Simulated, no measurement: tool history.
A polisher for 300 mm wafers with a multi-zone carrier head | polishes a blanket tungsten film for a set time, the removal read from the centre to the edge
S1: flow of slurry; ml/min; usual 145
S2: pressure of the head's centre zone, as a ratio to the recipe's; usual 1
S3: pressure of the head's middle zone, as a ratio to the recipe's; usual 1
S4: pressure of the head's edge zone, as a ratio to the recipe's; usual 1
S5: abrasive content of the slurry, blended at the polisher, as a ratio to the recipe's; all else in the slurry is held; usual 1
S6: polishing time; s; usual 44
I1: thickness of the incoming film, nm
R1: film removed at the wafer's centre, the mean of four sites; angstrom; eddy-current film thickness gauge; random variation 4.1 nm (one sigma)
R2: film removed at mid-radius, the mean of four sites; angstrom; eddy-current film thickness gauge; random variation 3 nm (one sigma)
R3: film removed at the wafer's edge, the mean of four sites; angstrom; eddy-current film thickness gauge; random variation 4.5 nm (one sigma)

run,day,S1,S2,S3,S4,S5,S6,I1,R1,R2,R3
1,0,145,1,1,1,1,44,1384.5,2949,2927,2947
2,0.9,145,1,1,1,1,44,1344.9,2924,2913,2767
3,2.054,145,1,1,1,1,44,1378.8,2739,2786,2686
# day 2.379: worn pad replaced by a new one
4,3.138,145,1,1.03,1,1,44,1369.8,3106,3168,3108
5,3.767,145,1,1.03,1,1,44,1367,3051,3083,3050
6,4.833,145,1,1.03,1,1,44,1371.4,3080,3144,3081
7,6.167,145,1,1,1,1,44,1361.2,2944,3021,2957
8,6.692,145,1,1,1,1,44,1364.7,2968,3020,3001
9,7.892,145,1,1,1,1,44,1370.3,2936,2924,2936
# day 8.983: centre zone pressure recalibrated
10,9.3,145,1,1,1,1,44,1346.4,2856,2852,2807
# day 10.012: worn pad replaced by a new one
11,10.558,115,1,1,1,1,44,1349,3072,3018,2982
12,11.488,145,1,1,1,1,30,1357.9,2074,2151,2116
13,12.038,145,0.92,1,1,1.15,39,1369.3,2672,2931,2891
# day 13.229: carrier head's membrane replaced by a new one
14,13.25,145,1.11,1.06,1,1,58,1355.1,4450,4218,3993
15,14.475,145,0.92,1,1,1.15,39,1347.1,2500,2844,2811
16,15.667,145,0.96,1,1,1,29,1391.8,1851,1991,1944
# day 15.729: slurry nozzle cleaned
17,16.633,145,1,1,1,1,44,1387.7,2923,2931,2880
# day 17.908: edge zone pressure recalibrated
# day 18.692: worn pad replaced by a new one
18,18.712,145,1,1,1,1,44,1369.5,3014,3038,3039
19,19.538,145,1,0.88,1,1,44,1343.4,2980,2755,3099
20,20.392,145,1,1.1,1,1.25,33,1373.1,2444,2684,2382
21,21.725,145,0.95,1,1,1,44,1366.2,2871,3020,3001
22,22.921,145,0.95,1,1,1.1,44,1354.3,3009,3048,3057

Measured less the same run without the tool's hidden state. The same run-to-run variation is in both; the gauge's scatter may not be:
The hidden state here: removal rate lost through wear of the pad, %; slurry flow missing at the pad, %; deviation of the centre zone's pressure from its setpoint, %; deviation of the edge zone's pressure from its setpoint, %.
run,R1,R2,R3
1,-190,-189,-191
2,-248,-248,-236
3,-320,-325,-314
4,-42,-42,-41
5,-47,-47,-47
6,-66,-67,-66
7,-102,-105,-102
8,-123,-125,-124
9,-177,-177,-177
10,-257,-257,-253
11,-7,-7,-6
12,-10,-10,-11
13,-21,-23,-23
14,-77,-73,-69
15,-80,-91,-90
16,-95,-102,-100
17,-207,-207,-204
18,-65,-66,-66
19,-68,-63,-71
20,-64,-71,-62
21,-103,-108,-108
22,-150,-152,-152

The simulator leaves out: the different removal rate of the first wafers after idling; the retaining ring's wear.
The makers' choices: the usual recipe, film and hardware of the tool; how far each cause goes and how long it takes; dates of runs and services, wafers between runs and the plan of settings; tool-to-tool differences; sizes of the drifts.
